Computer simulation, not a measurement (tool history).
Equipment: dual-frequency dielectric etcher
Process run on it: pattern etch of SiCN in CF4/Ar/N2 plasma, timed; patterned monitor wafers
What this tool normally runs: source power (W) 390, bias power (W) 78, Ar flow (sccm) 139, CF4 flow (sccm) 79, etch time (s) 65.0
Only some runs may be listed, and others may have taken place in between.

| run | day | source power (W) | bias power (W) | Ar flow (sccm) | CF4 flow (sccm) | etch time (s) | wafers since the last listed run | hours since the last wet clean | hours since the last source power generator calibration | hours since the last bias power generator calibration | hours since the last Ar flow controller change | hours since the last CF4 flow controller change | hours since the last upper electrode change | hours since the gauge calibration | read-back reference wafer on the same gauge, depth_nm | mean etch depth across the wafer (angstrom) |
|---|---|---|---|---|---|---|---|---|---|---|---|---|---|---|---|---|
| 1 | 0.000 | 390 | 78 | 139 | 84 | 65.0 | 0 | 425.4 | 3777.8 | 2006.4 | 4561.0 | 3082.7 | 2703.8 | 189.4 | 53.30 | 527.5 |
| 2 | 0.388 | 390 | 78 | 139 | 79 | 65.0 | 68 | 434.7 | 3787.1 | 2015.7 | 4570.3 | 3092.0 | 2713.1 | 198.7 | 53.31 | 525.0 |
| 3 | 0.712 | 390 | 78 | 139 | 79 | 65.0 | 57 | 442.5 | 3794.9 | 2023.5 | 4578.1 | 3099.8 | 2720.9 | 206.5 | 53.29 | 511.3 |
| 4 | 0.967 | 390 | 78 | 139 | 93 | 65.0 | 45 | 448.6 | 3801.0 | 2029.6 | 4584.2 | 3105.9 | 2727.0 | 212.6 | 53.41 | 530.0 |
| 5 | 1.692 | 390 | 78 | 155 | 71 | 65.0 | 128 | 466.0 | 3818.4 | 2047.0 | 4601.6 | 3123.3 | 2744.4 | 230.0 | 53.24 | 495.2 |
| 6 | 1.983 | 390 | 78 | 139 | 79 | 65.0 | 51 | 473.0 | 3825.4 | 2054.0 | 4608.6 | 3130.3 | 2751.4 | 237.0 | 53.41 | 517.6 |
|  | 3.083 | wet clean of the chamber |
| 7 | 3.104 | 390 | 78 | 139 | 79 | 65.0 | 21 | 0.5 | 3852.3 | 2080.9 | 4635.5 | 3157.2 | 2778.3 | 263.9 | 53.39 | 549.0 |
| 8 | 3.117 | 390 | 78 | 139 | 79 | 65.0 | 2 | 0.8 | 3852.6 | 2081.2 | 4635.8 | 3157.5 | 2778.6 | 264.2 | 53.48 | 556.0 |
|  | 3.550 | gauge calibrated |
| 9 | 3.808 | 390 | 78 | 139 | 79 | 65.0 | 122 | 17.4 | 3869.2 | 2097.8 | 4652.4 | 3174.1 | 2795.2 | 6.2 | 53.39 | 552.2 |
| 10 | 4.300 | 390 | 78 | 139 | 85 | 65.0 | 87 | 29.2 | 3881.0 | 2109.6 | 4664.2 | 3185.9 | 2807.0 | 18.0 | 53.41 | 553.8 |
| 11 | 4.892 | 390 | 58 | 139 | 79 | 56.5 | 104 | 43.4 | 3895.2 | 2123.8 | 4678.4 | 3200.1 | 2821.2 | 32.2 | 53.27 | 412.8 |
| 12 | 5.346 | 440 | 98 | 139 | 61 | 78.5 | 80 | 54.3 | 3906.1 | 2134.7 | 4689.3 | 3211.0 | 2832.1 | 43.1 | 53.38 | 769.3 |
|  | 5.525 | bias power generator calibrated |
|  | 5.729 | CF4 flow controller replaced |
| 13 | 5.904 | 420 | 95 | 172 | 93 | 65.0 | 33 | 67.7 | 3919.5 | 9.1 | 4702.7 | 4.2 | 2845.5 | 56.5 | 53.47 | 619.6 |
|  | 6.096 | source power generator calibrated |
| 14 | 6.562 | 390 | 78 | 139 | 79 | 65.0 | 87 | 83.5 | 11.2 | 24.9 | 4718.5 | 20.0 | 2861.3 | 72.3 | 53.39 | 545.3 |
|  | 7.038 | Ar flow controller replaced |
| 15 | 7.058 | 490 | 97 | 110 | 64 | 65.0 | 43 | 95.4 | 23.1 | 36.8 | 0.5 | 31.9 | 2873.2 | 84.2 | 53.42 | 710.7 |
|  | 8.083 | upper electrode replaced |
| 16 | 8.104 | 390 | 64 | 139 | 79 | 70.0 | 8 | 120.5 | 48.2 | 61.9 | 25.6 | 57.0 | 0.5 | 109.3 | 53.48 | 535.8 |
| 17 | 8.308 | 390 | 78 | 139 | 79 | 65.0 | 36 | 125.4 | 53.1 | 66.8 | 30.5 | 61.9 | 5.4 | 114.2 | 53.37 | 542.1 |
| 18 | 8.579 | 420 | 61 | 173 | 79 | 65.0 | 47 | 131.9 | 59.6 | 73.3 | 37.0 | 68.4 | 11.9 | 120.7 | 53.42 | 494.4 |
| 19 | 9.046 | 470 | 66 | 149 | 79 | 54.0 | 82 | 143.1 | 70.8 | 84.5 | 48.2 | 79.6 | 23.1 | 131.9 | 53.41 | 475.4 |
| 20 | 10.646 | 450 | 78 | 139 | 95 | 75.0 | 283 | 181.5 | 109.2 | 122.9 | 86.6 | 118.0 | 61.5 | 170.3 | 53.32 | 719.7 |

State the hidden condition of the tool at each of the runs:
source power that arrives over what is set, %: 0 in every run
bias power that arrives over what is set, %: 0 in every run
Ar flow that arrives over what is set, %: 0 in every run
CF4 flow that arrives over what is set, %: 0 in every run
gauge reads high (%): 0 in every run
H1: etch rate over this chamber's usual, %
| run | H1 |
|---|---|
| 1 | -5.43 |
| 2 | -5.53 |
| 3 | -5.62 |
| 4 | -5.69 |
| 5 | -5.89 |
| 6 | -5.97 |
| 7 | 0.583 |
| 8 | 0.58 |
| 9 | 0.389 |
| 10 | 0.253 |
| 11 | 0.0897 |
| 12 | -0.0358 |
| 13 | -0.19 |
| 14 | -0.372 |
| 15 | -0.509 |
| 16 | -0.798 |
| 17 | -0.854 |
| 18 | -0.929 |
| 19 | -1.06 |
| 20 | -1.5 |

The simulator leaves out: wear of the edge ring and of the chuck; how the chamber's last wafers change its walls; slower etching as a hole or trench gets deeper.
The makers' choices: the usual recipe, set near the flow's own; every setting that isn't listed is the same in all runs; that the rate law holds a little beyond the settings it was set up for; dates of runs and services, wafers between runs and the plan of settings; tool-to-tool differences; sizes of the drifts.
